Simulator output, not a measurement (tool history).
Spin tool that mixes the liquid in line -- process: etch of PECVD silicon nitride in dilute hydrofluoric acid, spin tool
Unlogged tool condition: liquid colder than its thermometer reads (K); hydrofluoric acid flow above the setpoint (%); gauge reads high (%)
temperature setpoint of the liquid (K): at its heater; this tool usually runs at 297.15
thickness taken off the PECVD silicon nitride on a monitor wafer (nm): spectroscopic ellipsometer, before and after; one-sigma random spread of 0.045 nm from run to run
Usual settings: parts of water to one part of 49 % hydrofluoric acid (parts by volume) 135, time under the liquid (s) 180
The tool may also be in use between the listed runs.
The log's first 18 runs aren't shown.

run,day,temperature setpoint of the liquid (K),parts of water to one part of 49 % hydrofluoric acid (parts by volume),time under the liquid (s),wafers since the last listed run,hours since the thermometer was replaced,hours since the hydrofluoric acid flow meter was replaced,hours since the gauge calibration,"read-back film thickness of the PECVD silicon nitride reference wafer, read on the same gauge (nm)",thickness taken off the PECVD silicon nitride on a monitor wafer (nm)
19,56.946,293.65,165,180,313,355.0,1353.5,2037.2,59.96,5.40
20,59.083,297.15,135,180,340,406.3,1404.8,2088.5,59.99,8.26
21,62.512,299.65,135,180,546,488.6,1487.1,2170.8,59.99,9.79
22,66.379,300.65,135,285,616,581.4,1579.9,2263.6,60.01,16.56
# day 67.550: thermometer replaced
23,70.175,297.15,135,180,598,63.0,1671.0,2354.7,59.97,8.24
# day 76.717: hydrofluoric acid flow meter replaced
24,80.004,299.65,195,180,1559,298.9,78.9,2590.6,59.99,6.45
25,83.808,301.65,135,180,606,390.2,170.2,2681.9,59.99,10.62
26,86.392,297.15,90,140,411,452.2,232.2,2743.9,59.98,9.32
27,89.712,302.15,85,270,529,531.9,311.9,2823.6,60.05,26.35
# day 91.600: thermometer replaced
28,92.696,297.15,135,180,468,26.3,383.5,2895.2,60.04,7.98
# day 92.758: gauge calibrated
29,96.954,297.15,135,180,678,128.5,485.7,100.7,59.99,8.08
30,101.046,294.15,115,260,652,226.7,583.9,198.9,60.00,11.21
31,113.575,294.65,205,95,1996,527.4,884.6,499.6,59.96,2.44
# day 116.179: thermometer replaced
32,117.217,297.15,90,270,573,24.9,972.0,587.0,59.98,18.33
33,119.017,294.65,135,180,286,68.1,1015.2,630.2,60.01,6.89

Branching from run 33: 3 alternative next runs. What would each branch give?
A,119.038,297.15,135,180,3,68.6,1015.7,630.7,?,?
B,119.038,297.15,75,100,3,68.6,1015.7,630.7,?,?
C,119.038,297.15,165,180,3,68.6,1015.7,630.7,?,?

run,"read-back film thickness of the PECVD silicon nitride reference wafer, read on the same gauge (nm)",thickness taken off the PECVD silicon nitride on a monitor wafer (nm)
A,59.99,8.19
B,59.99,8.13
C,59.99,6.72
Without the tool's hidden state the same runs would have given:
run,thickness taken off the PECVD silicon nitride on a monitor wafer (nm)
A,7.99
B,7.93
C,6.55
